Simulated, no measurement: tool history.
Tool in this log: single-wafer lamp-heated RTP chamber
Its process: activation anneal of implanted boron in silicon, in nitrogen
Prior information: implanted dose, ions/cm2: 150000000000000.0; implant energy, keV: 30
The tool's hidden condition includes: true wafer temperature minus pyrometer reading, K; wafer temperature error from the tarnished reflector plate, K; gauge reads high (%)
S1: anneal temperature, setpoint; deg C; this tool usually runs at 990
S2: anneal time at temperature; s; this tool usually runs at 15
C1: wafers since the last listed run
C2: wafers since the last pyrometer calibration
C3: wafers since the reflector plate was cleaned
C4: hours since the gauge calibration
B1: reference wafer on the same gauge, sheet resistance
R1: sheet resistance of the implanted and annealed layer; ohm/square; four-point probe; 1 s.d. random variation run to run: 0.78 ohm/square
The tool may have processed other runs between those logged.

run,hour,S1,S2,C1,C2,C3,C4,B1,R1
1,0.0,968,19,0,3848,1608,159.3,593.19,530.52
2,21.5,968,19,366,4215,1975,180.8,593.18,529.61
3,49.6,968,19,479,4695,2454,208.9,593.24,531.28
# hour 73.7: gauge calibrated
4,74.0,990,11,416,5112,2871,0.3,588.08,518.81
5,108.4,990,11,587,5699,3458,34.7,589.73,519.62
6,126.8,990,15,314,6013,3772,53.1,590.92,520.32
7,156.0,990,15,498,6511,4270,82.3,591.73,521.06
# hour 179.3: reflector plate cleaned
8,185.5,1007,20,366,6878,105,111.8,592.26,519.39
9,208.1,1012,15,385,7264,491,134.4,592.92,518.96
# hour 237.4: pyrometer window cleaned and pyrometer calibrated
# hour 279.1: gauge calibrated
10,282.4,968,19,1131,767,1622,3.3,588.58,527.04
11,299.1,979,13,285,1052,1907,20.0,589.63,524.17
12,317.4,1004,24,312,1365,2220,38.3,590.34,516.92
13,337.2,990,15,337,1703,2558,58.1,591.40,519.16
14,355.4,1004,8,310,2013,2868,76.3,592.07,519.14

How the hidden state differs across the entries between the runs, from the last listed run before each to the first after it:
After run 3, before run 4: gauge calibrated (hour 73.7)
  gauge reads high (%): 0.907 -> 0.00583
  difference, measured minus the result without the unlogged condition, R1: +4.78 -> +0.03 ohm/square
After run 7, before run 8: reflector plate cleaned (hour 179.3)
  gauge reads high (%): 0.637 -> 0.741
  difference, measured minus the result without the unlogged condition, R1: +3.29 -> +3.82 ohm/square
After run 9, before run 10: pyrometer window cleaned and pyrometer calibrated (hour 237.4); gauge calibrated (hour 279.1)
  gauge reads high (%): 0.798 -> 0.0928
  difference, measured minus the result without the unlogged condition, R1: +4.11 -> +0.49 ohm/square

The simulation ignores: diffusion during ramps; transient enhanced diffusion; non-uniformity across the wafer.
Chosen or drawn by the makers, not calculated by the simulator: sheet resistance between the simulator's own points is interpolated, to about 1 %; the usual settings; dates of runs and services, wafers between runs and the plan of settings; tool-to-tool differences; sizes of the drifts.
